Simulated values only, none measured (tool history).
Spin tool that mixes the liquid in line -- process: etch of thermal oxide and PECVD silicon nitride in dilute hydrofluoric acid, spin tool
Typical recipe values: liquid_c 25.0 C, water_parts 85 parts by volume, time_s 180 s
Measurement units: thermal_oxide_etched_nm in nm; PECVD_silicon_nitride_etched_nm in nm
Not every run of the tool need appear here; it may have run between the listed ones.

run    hour  liquid_c  water_parts  time_s  read-back film thickness of the thermal oxide reference wafer, read on the same gauge (nm)  read-back film thickness of the PECVD silicon nitride reference wafer, read on the same gauge (nm)  thermal_oxide_etched_nm  PECVD_silicon_nitride_etched_nm
  1     0.0      25.0           85     180                                                                                      110.02                                                                                               29.98                    10.05                             5.66
  2    97.6      25.0           85     180                                                                                      110.01                                                                                               30.01                     9.99                             5.56
      181.7  -- hydrofluoric acid flow meter replaced
  3   188.0      25.0           85     180                                                                                      110.01                                                                                               29.99                     9.97                             5.51
  4   230.6      25.0           85     180                                                                                      110.00                                                                                               30.01                    10.01                             5.49
  5   308.3      25.0           85     180                                                                                      110.01                                                                                               30.00                     9.90                             5.47
  6   413.3      25.0           85     180                                                                                      110.00                                                                                               30.00                     9.87                             5.49
  7   509.4      25.0           85     180                                                                                      110.02                                                                                               30.01                     9.77                             5.41
  8   600.2      25.0           85     180                                                                                      110.00                                                                                               29.99                     9.77                             5.52
  9   700.1      25.0           85     180                                                                                      109.98                                                                                               29.99                     9.77                             5.42
      723.0  -- gauge calibrated
 10   797.7      25.0           85     180                                                                                      110.01                                                                                               29.99                     9.82                             5.44
 11   889.7      25.0           85     180                                                                                      109.99                                                                                               30.02                     9.70                             5.38
      923.1  -- hydrofluoric acid flow meter replaced
 12   929.8      25.0           85     180                                                                                      110.03                                                                                               30.02                     9.67                             5.28
 13  1122.1      22.0           85      80                                                                                      110.00                                                                                               30.00                     3.78                             1.93
 14  1211.9      25.0           95     180                                                                                      109.99                                                                                               30.01                     8.52                             4.65
 15  1259.0      29.5           70     110                                                                                      110.01                                                                                               30.00                     8.69                             5.20
 16  1306.0      23.0           85     180                                                                                      110.02                                                                                               29.98                     8.76                             4.54
 17  1408.9      25.0           85     180                                                                                      109.99                                                                                               30.00                     9.52                             5.14
 18  1494.1      25.0           85     210                                                                                      110.00                                                                                               29.99                    11.13                             5.98
 19  1595.7      26.5          105     230                                                                                      110.00                                                                                               29.99                    10.10                             5.86
 20  1681.6      25.0           85     180                                                                                      110.00                                                                                               30.01                     9.44                             5.11
     1744.7  -- thermometer replaced
     1790.3  -- hydrofluoric acid flow meter replaced
 21  1961.7      25.0           85     180                                                                                      110.00                                                                                               30.01                    10.08                             5.73
 22  2199.1      22.5           45     180                                                                                      110.02                                                                                               30.01                    18.03                             8.84
 23  2283.3      23.5           85     250                                                                                      110.01                                                                                               30.02                    13.04                             7.06
 24  2339.4      25.0           85     180                                                                                      110.02                                                                                               30.01                     9.96                             5.57
 25  2412.2      26.5          100     285                                                                                      110.02                                                                                               30.01                    13.89                             8.26

For some of the steps in thermal_oxide_etched_nm from one run to the next: how much would appear even if the tool had no hidden state, given the settings, what came in and random variation, and how much remains for the hidden state plus any gauge scatter that the measured result and the result without hidden state don't share?
Hidden conditions of the tool in this case: liquid colder than its thermometer reads (K); hydrofluoric acid flow below the setpoint (%); gauge reads high (%).
Run 12 -> 13: liquid_c 25.0 -> 22.0, time_s 180 -> 80. thermal_oxide_etched_nm -5.89 nm: hidden state +0.33, all else -6.22.
Run 20 -> 21: thermometer replaced, hydrofluoric acid flow meter replaced. thermal_oxide_etched_nm +0.64 nm: hidden state +0.66, all else -0.02.
Run 21 -> 22: liquid_c 25.0 -> 22.5, water_parts 85 -> 45. thermal_oxide_etched_nm +7.95 nm: hidden state -0.32, all else +8.27.
